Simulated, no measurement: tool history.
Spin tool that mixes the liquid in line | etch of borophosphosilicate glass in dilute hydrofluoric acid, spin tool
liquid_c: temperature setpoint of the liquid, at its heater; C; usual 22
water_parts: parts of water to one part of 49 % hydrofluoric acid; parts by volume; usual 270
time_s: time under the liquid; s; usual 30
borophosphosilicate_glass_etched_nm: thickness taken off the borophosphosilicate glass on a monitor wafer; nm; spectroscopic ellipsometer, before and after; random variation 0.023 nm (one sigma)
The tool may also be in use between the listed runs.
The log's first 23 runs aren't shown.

run	hour	liquid_c	water_parts	time_s	wafers since the last listed run	hours since the thermometer was replaced	hours since the hydrofluoric acid flow meter was replaced	hours since the gauge calibration	read-back film thickness of the borophosphosilicate glass reference wafer, read on the same gauge (nm)	borophosphosilicate_glass_etched_nm
24	610.4	22	270	30	264	174.4	106.3	210.4	149.96	5.39
25	633.3	22	270	15	224	197.3	129.2	233.3	149.99	2.7
26	664	27	270	30	301	228	159.9	264	150.03	6.46
27	680.1	22	370	40	157	244.1	176	280.1	149.99	4.79
28	693	22	270	30	126	257	188.9	293	150.02	5.4
29	709.2	26.5	185	40	158	273.2	205.1	309.2	150	13.53
30	737.2	17	165	45	274	301.2	233.1	337.2	150.01	12.09
31	763.3	22	270	30	256	327.3	259.2	363.3	149.97	5.44

5 ways to go on from here, each from the tool as it stands after run 31. What would each give?
A	763.7	22	270	30	3	327.7	259.6	363.7	?	?
B	763.7	26.5	360	45	3	327.7	259.6	363.7	?	?
C	763.7	22	165	50	3	327.7	259.6	363.7	?	?
D	763.7	24	395	30	3	327.7	259.6	363.7	?	?
E	763.7	22	180	30	3	327.7	259.6	363.7	?	?

run	read-back film thickness of the borophosphosilicate glass reference wafer, read on the same gauge (nm)	borophosphosilicate_glass_etched_nm
A	149.98	5.39
B	149.98	6.49
C	149.98	16.33
D	149.98	3.52
E	149.98	8.84
Without the tool's hidden state the same runs would have given:
run	borophosphosilicate_glass_etched_nm
A	5.33
B	6.42
C	16.16
D	3.48
E	8.75

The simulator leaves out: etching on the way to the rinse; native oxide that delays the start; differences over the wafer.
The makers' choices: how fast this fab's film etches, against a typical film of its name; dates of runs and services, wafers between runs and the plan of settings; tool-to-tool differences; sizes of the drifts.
